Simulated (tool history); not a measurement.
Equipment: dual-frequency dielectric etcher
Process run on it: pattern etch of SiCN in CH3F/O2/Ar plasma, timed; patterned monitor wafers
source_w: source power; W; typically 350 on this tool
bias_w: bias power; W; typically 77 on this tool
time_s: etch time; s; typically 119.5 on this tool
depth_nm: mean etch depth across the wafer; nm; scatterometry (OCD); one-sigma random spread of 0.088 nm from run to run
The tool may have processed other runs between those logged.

run	day	source_w	bias_w	time_s	read-back reference wafer on the same gauge, depth_nm	depth_nm
1	0	350	77	119.5	44.2	45.27
2	0.833	350	77	119.5	44.2	45.14
3	1.883	390	77	119.5	44.2	47.22
4	2.883	390	77	119.5	44.21	47.11
5	4.162	350	77	119.5	44.2	45.16
6	4.788	350	77	119.5	44.21	45.18
7	5.779	350	69	119.5	44.2	42.32
8	6.312	350	77	119.5	44.2	45.15
9	7.579	350	77	119.5	44.22	45.26
# day 7.908: bias power generator calibrated
10	8.429	350	77	119.5	44.21	46.32
11	9.7	350	66	155.5	44.2	54.92
# day 11.175: upper electrode replaced
# day 12.162: wet clean of the chamber
12	12.183	350	77	119.5	44.21	45.7
13	12.2	390	77	119.5	44.21	47.85
# day 13.079: source power generator calibrated
14	13.1	350	88	119.5	44.2	49.39
15	14.133	290	96	96	44.19	38.64
# day 14.492: gauge calibrated
16	15.408	380	95	144	44.19	64.17
17	16.533	350	77	95.5	44.19	36.74
18	17.371	350	67	119.5	44.19	42.18
19	19.017	350	77	119.5	44.21	45.67
20	20.121	350	77	84	44.2	32.22

Consider 3 possible next runs. They are alternatives, not a sequence: every one starts from the tool as it was left by run 20. What does each give?
A	20.138	350	82	119.5	?	?
B	20.138	440	64	143.5	?	?
C	20.138	350	77	93.5	?	?

run	read-back reference wafer on the same gauge, depth_nm	depth_nm
A	44.2	47.51
B	44.2	54.16
C	44.2	35.86
The same runs, with their run-to-run variation unchanged, on a tool lacking any hidden condition would have given:
run	depth_nm
A	47.55
B	54.18
C	35.88
